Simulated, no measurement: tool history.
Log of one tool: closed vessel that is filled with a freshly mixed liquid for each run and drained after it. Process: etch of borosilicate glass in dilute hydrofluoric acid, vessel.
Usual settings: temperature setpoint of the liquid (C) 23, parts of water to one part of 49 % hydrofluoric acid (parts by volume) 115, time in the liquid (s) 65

run   hour  temperature setpoint of the liquid (C)  parts of water to one part of 49 % hydrofluoric acid (parts by volume)  time in the liquid (s)  wafers since the last listed run  hours since the thermometer was replaced  hours since the hydrofluoric acid flow meter was replaced  hours since the gauge calibration  read-back film thickness of the borosilicate glass reference wafer, read on the same gauge (nm)  thickness taken off the borosilicate glass on a monitor wafer (Å)
  1      0                                      23                                                                     115                      65                                 0                                    2550.7                                                     2450.3                               83.2                                                                                              120                                                                147
  2   39.6                                      23                                                                     115                      65                              3638                                    2590.3                                                     2489.9                              122.8                                                                                           120.01                                                              145.2
  3   56.7                                      23                                                                     115                      65                              1571                                    2607.4                                                       2507                              139.9                                                                                              120                                                              145.5
  4   71.7                                      23                                                                     145                      65                              1378                                    2622.4                                                       2522                              154.9                                                                                              120                                                              111.8
  5   79.1                                      23                                                                     145                      65                               679                                    2629.8                                                     2529.4                              162.3                                                                                           120.01                                                              110.6
  6   89.2                                      23                                                                     145                      65                               928                                    2639.9                                                     2539.5                              172.4                                                                                           119.97                                                              110.3
  7  100.9                                      21                                                                     115                      65                              1075                                    2651.6                                                     2551.2                              184.1                                                                                           119.98                                                                134
  8  116.3                                      23                                                                     115                      65                              1415                                      2667                                                     2566.6                              199.5                                                                                              120                                                              144.9
  9  132.8                                      23                                                                     150                      65                              1516                                    2683.5                                                     2583.1                                216                                                                                           119.98                                                              105.5
 10  147.8                                      23                                                                     150                      65                              1378                                    2698.5                                                     2598.1                                231                                                                                           120.01                                                              105.4
 11  157.5                                      23                                                                     150                      65                               891                                    2708.2                                                     2607.8                              240.7                                                                                           120.01                                                              105.1
 12  175.1                                      23                                                                     115                      65                              1617                                    2725.8                                                     2625.4                              258.3                                                                                              120                                                              145.8
 13  190.1                                    19.5                                                                     145                      95                              1378                                    2740.8                                                     2640.4                              273.3                                                                                              120                                                                139
 14  200.1                                      23                                                                     165                      80                               918                                    2750.8                                                     2650.4                              283.3                                                                                              120                                                              115.1
 15  217.5                                      23                                                                     115                      95                              1598                                    2768.2                                                     2667.8                              300.7                                                                                           120.01                                                              209.3
     224.3  -- gauge calibrated
     241.5  -- thermometer replaced
     248.8  -- hydrofluoric acid flow meter replaced
 16  250.3                                    18.5                                                                     150                      90                              2830                                       8.8                                                        1.5                                 26                                                                                              120                                                              144.9
 17  261.3                                      23                                                                     115                      35                              1010                                      19.8                                                       12.5                                 37                                                                                           120.01                                                                 91
 18    277                                      23                                                                     115                      65                              1442                                      35.5                                                       28.2                               52.7                                                                                           120.01                                                              169.1
 19  289.6                                      23                                                                     115                      65                              1157                                      48.1                                                       40.8                               65.3                                                                                           120.03                                                              168.1
 20  296.3                                      28                                                                      85                      75                               615                                      54.8                                                       47.5                                 72                                                                                           119.98                                                              334.4
 21  303.6                                      21                                                                     115                      65                               670                                      62.1                                                       54.8                               79.3                                                                                           120.02                                                              156.2
 22  314.5                                      23                                                                      85                      65                              1001                                        73                                                       65.7                               90.2                                                                                              120                                                              237.4
 23  322.8                                      26                                                                      60                     100                               762                                      81.3                                                         74                               98.5                                                                                              120                                                              603.5

Some steps in thickness taken off the borosilicate glass on a monitor wafer (Å) between neighbouring runs. How much of each would the tool show without its hidden state too (settings, what came in, random variation), and how much is left for the hidden state, with any gauge scatter that isn't in both results?
The hidden state here: liquid hotter than its thermometer reads (K); hydrofluoric acid flow below the setpoint (%); gauge reads high (%).
Run 14 -> 15: parts of water to one part of 49 % hydrofluoric acid (parts by volume) 165 -> 115, time in the liquid (s) 80 -> 95. thickness taken off the borosilicate glass on a monitor wafer (Å) +94.2: hidden state -16.7, all else +110.9.
Run 15 -> 16: temperature setpoint of the liquid (C) 23 -> 18.5, parts of water to one part of 49 % hydrofluoric acid (parts by volume) 115 -> 150, time in the liquid (s) 95 -> 90, gauge calibrated, thermometer replaced, hydrofluoric acid flow meter replaced. thickness taken off the borosilicate glass on a monitor wafer (Å) -64.4: hidden state +37.5, all else -101.9.
Run 20 -> 21: temperature setpoint of the liquid (C) 28 -> 21, parts of water to one part of 49 % hydrofluoric acid (parts by volume) 85 -> 115, time in the liquid (s) 75 -> 65. thickness taken off the borosilicate glass on a monitor wafer (Å) -178.2: hidden state +2, all else -180.2.
Run 22 -> 23: temperature setpoint of the liquid (C) 23 -> 26, parts of water to one part of 49 % hydrofluoric acid (parts by volume) 85 -> 60, time in the liquid (s) 65 -> 100. thickness taken off the borosilicate glass on a monitor wafer (Å) +366.1: hidden state -4.7, all else +370.8.
